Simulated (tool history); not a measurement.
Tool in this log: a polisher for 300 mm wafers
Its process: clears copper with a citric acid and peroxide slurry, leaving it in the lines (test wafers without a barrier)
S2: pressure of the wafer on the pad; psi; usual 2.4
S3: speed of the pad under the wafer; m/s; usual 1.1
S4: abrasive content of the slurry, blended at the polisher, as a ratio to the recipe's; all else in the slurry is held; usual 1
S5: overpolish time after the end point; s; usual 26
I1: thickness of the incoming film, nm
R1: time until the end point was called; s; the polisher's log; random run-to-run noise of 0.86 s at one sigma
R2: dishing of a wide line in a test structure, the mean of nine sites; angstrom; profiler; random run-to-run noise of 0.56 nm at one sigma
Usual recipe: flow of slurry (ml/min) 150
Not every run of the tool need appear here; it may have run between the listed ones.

{"run": 1, "hour": 0.0, "flow of slurry (ml/min)": 150, "S2": 2.6, "S3": 1.1, "S4": 0.95, "S5": 26, "I1": 145, "R1": 64.9, "R2": 382}
{"run": 2, "hour": 11.6, "flow of slurry (ml/min)": 150, "S2": 2.6, "S3": 1.1, "S4": 0.95, "S5": 26, "I1": 145.6, "R1": 64.2, "R2": 382}
{"run": 3, "hour": 23.9, "flow of slurry (ml/min)": 150, "S2": 2.4, "S3": 1.1, "S4": 1, "S5": 22, "I1": 146.3, "R1": 69.5, "R2": 324}
{"run": 4, "hour": 33.8, "flow of slurry (ml/min)": 150, "S2": 2.4, "S3": 1.1, "S4": 1, "S5": 22, "I1": 146.7, "R1": 68.9, "R2": 321}
{"run": 5, "hour": 48.0, "flow of slurry (ml/min)": 150, "S2": 2.4, "S3": 0.92, "S4": 1, "S5": 19, "I1": 144.6, "R1": 79, "R2": 254}
{"run": 6, "hour": 59.2, "flow of slurry (ml/min)": 150, "S2": 2.4, "S3": 0.92, "S4": 1, "S5": 19, "I1": 144.3, "R1": 77.6, "R2": 248}
{"hour": 71.8, "done": "worn pad replaced by a new one"}
{"run": 7, "hour": 88.9, "flow of slurry (ml/min)": 150, "S2": 2.4, "S3": 1.1, "S4": 0.8, "S5": 21, "I1": 145.7, "R1": 73.9, "R2": 287}
{"run": 8, "hour": 97.9, "flow of slurry (ml/min)": 150, "S2": 2.4, "S3": 1.1, "S4": 0.8, "S5": 21, "I1": 144.7, "R1": 74.4, "R2": 296}
{"run": 9, "hour": 115.4, "flow of slurry (ml/min)": 150, "S2": 2.4, "S3": 0.8, "S4": 1.15, "S5": 26, "I1": 143.5, "R1": 86.6, "R2": 316}
{"run": 10, "hour": 133.3, "flow of slurry (ml/min)": 150, "S2": 2.4, "S3": 1.1, "S4": 1, "S5": 26, "I1": 145.9, "R1": 71.6, "R2": 350}
{"run": 11, "hour": 140.3, "flow of slurry (ml/min)": 150, "S2": 2.4, "S3": 1.1, "S4": 1, "S5": 26, "I1": 147, "R1": 71.8, "R2": 348}
{"hour": 164.7, "done": "worn pad replaced by a new one"}
{"run": 12, "hour": 165.2, "flow of slurry (ml/min)": 150, "S2": 2.4, "S3": 1.1, "S4": 1, "S5": 19, "I1": 144.3, "R1": 71.1, "R2": 274}
{"hour": 172.0, "done": "slurry blender recalibrated"}
{"run": 13, "hour": 191.5, "flow of slurry (ml/min)": 150, "S2": 2.8, "S3": 1.42, "S4": 1, "S5": 22, "I1": 142.3, "R1": 50.8, "R2": 392}
{"run": 14, "hour": 203.5, "flow of slurry (ml/min)": 150, "S2": 2.4, "S3": 1.1, "S4": 1, "S5": 26, "I1": 142.6, "R1": 72.6, "R2": 336}
{"run": 15, "hour": 221.5, "flow of slurry (ml/min)": 150, "S2": 2.4, "S3": 1.1, "S4": 1, "S5": 26, "I1": 144.2, "R1": 73.3, "R2": 351}
{"run": 16, "hour": 230.9, "flow of slurry (ml/min)": 150, "S2": 1.8, "S3": 1.1, "S4": 1, "S5": 15, "I1": 144.1, "R1": 96.5, "R2": 181}
{"hour": 241.9, "done": "slurry nozzle cleaned"}
{"hour": 247.4, "done": "worn pad replaced by a new one"}
{"run": 17, "hour": 247.9, "flow of slurry (ml/min)": 180, "S2": 2.4, "S3": 1.1, "S4": 1, "S5": 20, "I1": 143.8, "R1": 63.7, "R2": 304}
{"hour": 250.4, "done": "head pressure recalibrated"}
{"run": 18, "hour": 262.2, "flow of slurry (ml/min)": 150, "S2": 2.4, "S3": 1.1, "S4": 0.8, "S5": 26, "I1": 145.4, "R1": 70.2, "R2": 352}
{"run": 19, "hour": 268.9, "flow of slurry (ml/min)": 150, "S2": 2, "S3": 1.1, "S4": 1, "S5": 26, "I1": 145.4, "R1": 77.9, "R2": 329}
{"run": 20, "hour": 277.5, "flow of slurry (ml/min)": 195, "S2": 2.2, "S3": 1.1, "S4": 0.8, "S5": 26, "I1": 144.6, "R1": 73.1, "R2": 344}
{"run": 21, "hour": 286.5, "flow of slurry (ml/min)": 100, "S2": 1.8, "S3": 1.24, "S4": 1, "S5": 26, "I1": 146, "R1": 82.5, "R2": 315}
{"run": 22, "hour": 299.8, "flow of slurry (ml/min)": 150, "S2": 2.4, "S3": 1.1, "S4": 1, "S5": 26, "I1": 145.6, "R1": 66.6, "R2": 368}
{"run": 23, "hour": 315.5, "flow of slurry (ml/min)": 150, "S2": 2.4, "S3": 1.1, "S4": 1.1, "S5": 26, "I1": 145.3, "R1": 63.9, "R2": 379}
{"run": 24, "hour": 325.1, "flow of slurry (ml/min)": 175, "S2": 2.4, "S3": 1.1, "S4": 0.85, "S5": 26, "I1": 146.3, "R1": 68.2, "R2": 364}
{"hour": 334.7, "done": "worn pad replaced by a new one"}
{"run": 25, "hour": 341.9, "flow of slurry (ml/min)": 130, "S2": 2.4, "S3": 0.8, "S4": 1.25, "S5": 38, "I1": 147.7, "R1": 82.5, "R2": 407}
{"run": 26, "hour": 353.7, "flow of slurry (ml/min)": 150, "S2": 3.2, "S3": 0.84, "S4": 1.25, "S5": 26, "I1": 147.5, "R1": 60.8, "R2": 405}
{"run": 27, "hour": 365.2, "flow of slurry (ml/min)": 180, "S2": 2.4, "S3": 1.1, "S4": 1, "S5": 22, "I1": 146.6, "R1": 66.1, "R2": 335}
{"run": 28, "hour": 381.4, "flow of slurry (ml/min)": 175, "S2": 2.4, "S3": 1.1, "S4": 0.85, "S5": 26, "I1": 145.2, "R1": 68.2, "R2": 363}

What if the next run were any one of these 4? Each begins from the tool's condition after run 28:
{"run": "A", "hour": 381.9, "flow of slurry (ml/min)": 150, "S2": 2.4, "S3": 0.92, "S4": 1, "S5": 26, "I1": 141.8, "R1": "?", "R2": "?"}
{"run": "B", "hour": 381.9, "flow of slurry (ml/min)": 150, "S2": 1.8, "S3": 1.1, "S4": 1, "S5": 26, "I1": 141.8, "R1": "?", "R2": "?"}
{"run": "C", "hour": 381.9, "flow of slurry (ml/min)": 150, "S2": 2.4, "S3": 1.1, "S4": 0.75, "S5": 20, "I1": 141.8, "R1": "?", "R2": "?"}
{"run": "D", "hour": 381.9, "flow of slurry (ml/min)": 150, "S2": 1.9, "S3": 1.1, "S4": 0.85, "S5": 15, "I1": 141.8, "R1": "?", "R2": "?"}

run=A R1=74.4 R2=341
run=B R1=83.1 R2=308
run=C R1=69.7 R2=294
run=D R1=82.7 R2=201
With the hidden condition removed and each run's random variation left untouched, the same runs would have given:
run=A R1=73.7 R2=344
run=B R1=82.3 R2=311
run=C R1=69 R2=296
run=D R1=81.9 R2=203
